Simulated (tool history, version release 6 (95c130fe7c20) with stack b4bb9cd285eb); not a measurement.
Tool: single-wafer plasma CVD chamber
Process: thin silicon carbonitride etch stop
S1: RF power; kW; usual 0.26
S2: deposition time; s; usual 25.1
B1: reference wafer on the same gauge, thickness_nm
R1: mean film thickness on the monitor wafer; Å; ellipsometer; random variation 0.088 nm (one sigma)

run 1 hour=0 | S1=0.28 S2=23.5 | B1=12.605 | R1=144.56
run 2 hour=20.2 | S1=0.3 S2=28.1 | B1=12.608 | R1=177.16
run 3 hour=48 | S1=0.3 S2=28.1 | B1=12.612 | R1=176.4
run 4 hour=81.1 | S1=0.26 S2=25.1 | B1=12.585 | R1=148.19
run 5 hour=102.2 | S1=0.26 S2=25.1 | B1=12.588 | R1=148.77
run 6 hour=136.4 | S1=0.26 S2=25.1 | B1=12.598 | R1=148.91
run 7 hour=172.2 | S1=0.26 S2=23.1 | B1=12.608 | R1=136.57
run 8 hour=187.6 | S1=0.22 S2=21.8 | B1=12.628 | R1=118.92
run 9 hour=206.8 | S1=0.3 S2=29.5 | B1=12.602 | R1=185.38
run 10 hour=239.7 | S1=0.26 S2=25.1 | B1=12.594 | R1=147.63
run 11 hour=252.9 | S1=0.26 S2=25.1 | B1=12.591 | R1=149.91
run 12 hour=333 | S1=0.275 S2=20.7 | B1=12.585 | R1=126.01
run 13 hour=363.1 | S1=0.3 S2=28 | B1=12.601 | R1=177.8
run 14 hour=395.7 | S1=0.26 S2=25.1 | B1=12.6 | R1=147.28

Taken out of this log: 5 entries between the listed runs. Where each belongs, and how the hidden state differs across it:
Between runs 2 and 3: gauge calibrated (hour 47.9)
  no hidden state differs between the two runs
Between runs 9 and 10: thermocouple changed; heater temperature recalibrated (hour 237.2)
  no hidden state differs between the two runs
Between runs 11 and 12: showerhead replaced (hour 265); RF generator calibrated (hour 269.4); gauge calibrated (hour 275)
  no hidden state differs between the two runs
